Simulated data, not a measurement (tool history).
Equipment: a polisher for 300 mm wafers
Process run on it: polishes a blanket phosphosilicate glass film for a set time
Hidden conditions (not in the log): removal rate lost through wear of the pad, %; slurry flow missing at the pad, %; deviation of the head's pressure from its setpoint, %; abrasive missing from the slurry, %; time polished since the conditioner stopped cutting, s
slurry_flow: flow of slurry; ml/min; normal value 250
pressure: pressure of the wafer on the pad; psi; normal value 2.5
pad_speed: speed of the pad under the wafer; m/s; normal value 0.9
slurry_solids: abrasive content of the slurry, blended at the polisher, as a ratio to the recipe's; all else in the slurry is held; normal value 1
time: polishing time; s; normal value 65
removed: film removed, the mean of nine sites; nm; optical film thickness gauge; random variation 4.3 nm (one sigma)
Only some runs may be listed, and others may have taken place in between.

run   hour  slurry_flow  pressure  pad_speed  slurry_solids  time  wafers since the last listed run  wafers polished on this pad  hours since the slurry nozzle was cleaned  hours since the head pressure was calibrated  hours since the slurry blender was calibrated  hours since the conditioning disc was replaced  incoming thickness of the incoming film, nm  removed
  1      0          250       2.5        0.9              1    54                                 0                          851                                       98.5                                         284.8                                          116.1                                            36.3                                       2118.6    327.9
  2   24.4          250       2.5        0.9              1    54                               257                         1108                                      122.9                                         309.2                                          140.5                                            60.7                                       2121.4    327.2
  3   43.7          250       2.5        0.9              1    65                               203                         1311                                      142.2                                         328.5                                          159.8                                              80                                       2146.1    373.6
      47.7  -- slurry blender recalibrated
      67.4  -- worn pad replaced by a new one
  4   73.8          250       2.5        0.9              1    65                               254                           66                                      172.3                                         358.6                                           26.1                                           110.1                                       2183.5    404.5
  5   94.8          250       2.5        0.9              1    65                               221                          288                                      193.3                                         379.6                                           47.1                                           131.1                                       2155.6      402
  6  128.6          250       2.5        0.9              1    65                               356                          644                                      227.1                                         413.4                                           80.9                                           164.9                                       2131.8    385.8
     135.5  -- slurry nozzle cleaned
  7  148.5          250       2.5        0.9              1    65                               199                          843                                         13                                         433.3                                          100.8                                           184.8                                       2117.7    384.3
  8  178.8          250       2.8        0.9              1    65                               319                         1163                                       43.3                                         463.6                                          131.1                                           215.1                                       2142.4    408.5
     181.6  -- head pressure recalibrated
     195.2  -- slurry blender recalibrated
  9  214.2          250       2.5       0.66              1    65                               331                         1494                                       78.7                                          32.6                                             19                                           250.5                                       2142.2      343
     229.2  -- conditioning disc replaced and pad reconditioned
       233  -- worn pad replaced by a new one
 10  235.7          220         2        0.9           0.85    48                               164                           28                                      100.2                                          54.1                                           40.5                                             6.5                                       2171.4    245.9
 11  271.6          190       1.7        0.9              1    65                               378                          406                                      136.1                                            90                                           76.4                                            42.4                                       2139.9    294.1
 12  290.6          250       3.3       0.76            0.9    65                               200                          606                                      155.1                                           109                                           95.4                                            61.4                                         2186    441.4
 13  321.5          185         3        0.9            1.1    48                               325                          932                                        186                                         139.9                                          126.3                                            92.3                                       2127.5    322.8
 14  339.1          250       2.7        0.9           0.85    82                               185                         1118                                      203.6                                         157.5                                          143.9                                           109.9                                       2148.1    476.5
 15    359          250       2.5        1.1              1    65                               209                         1327                                      223.5                                         177.4                                          163.8                                           129.8                                       2123.1    423.8
     371.5  -- slurry blender recalibrated
 16  376.1          250       2.5        1.1              1    65                               159                         1487                                      240.6                                         194.5                                            4.6                                           146.9                                       2158.6    436.4
     389.8  -- worn pad replaced by a new one
 17  393.3          295       2.5        0.9              1    65                               139                           36                                      257.8                                         211.7                                           21.8                                           164.1                                       2137.7      402
     401.4  -- slurry nozzle cleaned
 18  435.8          250       2.5        0.9              1    84                               437                          474                                       34.4                                         254.2                                           64.3                                           206.6                                       2115.2      497
 19  461.7          250       2.5        0.9           0.75    65                               273                          747                                       60.3                                         280.1                                           90.2                                           232.5                                       2149.6    341.7
       499  -- conditioning disc replaced and pad reconditioned
     516.7  -- slurry blender recalibrated
 20  532.2          275       2.5       0.74            1.2    79                               701                         1448                                      130.8                                         350.6                                           15.5                                            33.2                                       2149.7      498
 21  560.5          250       2.5        0.9              1    65                               298                         1746                                      159.1                                         378.9                                           43.8                                            61.5                                       2105.6    403.5
     581.4  -- worn pad replaced by a new one
 22  587.6          250       2.5        0.9            0.8    65                               243                           65                                      186.2                                           406                                           70.9                                            88.6                                       2181.8      360
 23  617.9          300       2.5        0.9              1    65                               319                          384                                      216.5                                         436.3                                          101.2                                           118.9                                       2130.2    397.6
       620  -- head pressure recalibrated
     626.1  -- slurry nozzle cleaned
 24  644.3          250       2.9       0.72              1    65                               246                          631                                       18.2                                          24.3                                          127.6                                           145.3                                       2149.4    381.6
 25  662.1          250       2.5        0.9              1    65                               187                          818                                         36                                          42.1                                          145.4                                           163.1                                       2176.1    375.7

Some steps in removed, run to run, broken into two amounts with sign: the step expected even without the hidden condition (settings, incoming material, random variation), and the rest, left for the hidden condition together with whatever gauge scatter is not in both the measured and the hidden-condition-free result:
Run 8 -> 9: pressure 2.8 -> 2.5, pad_speed 0.9 -> 0.66, head pressure recalibrated, slurry blender recalibrated. removed -65.5 nm: hidden state +39.8, all else -105.3.
Run 13 -> 14: slurry_flow 185 -> 250, pressure 3 -> 2.7, slurry_solids 1.1 -> 0.85, time 48 -> 82. removed +153.7 nm: hidden state -31.5, all else +185.2.
Run 18 -> 19: slurry_solids 1 -> 0.75, time 84 -> 65. removed -155.3 nm: hidden state +15.4, all else -170.7.
Run 19 -> 20: slurry_flow 250 -> 275, pad_speed 0.9 -> 0.74, slurry_solids 0.75 -> 1.2, time 65 -> 79, conditioning disc replaced and pad reconditioned, slurry blender recalibrated. removed +156.3 nm: hidden state +29.9, all else +126.4.
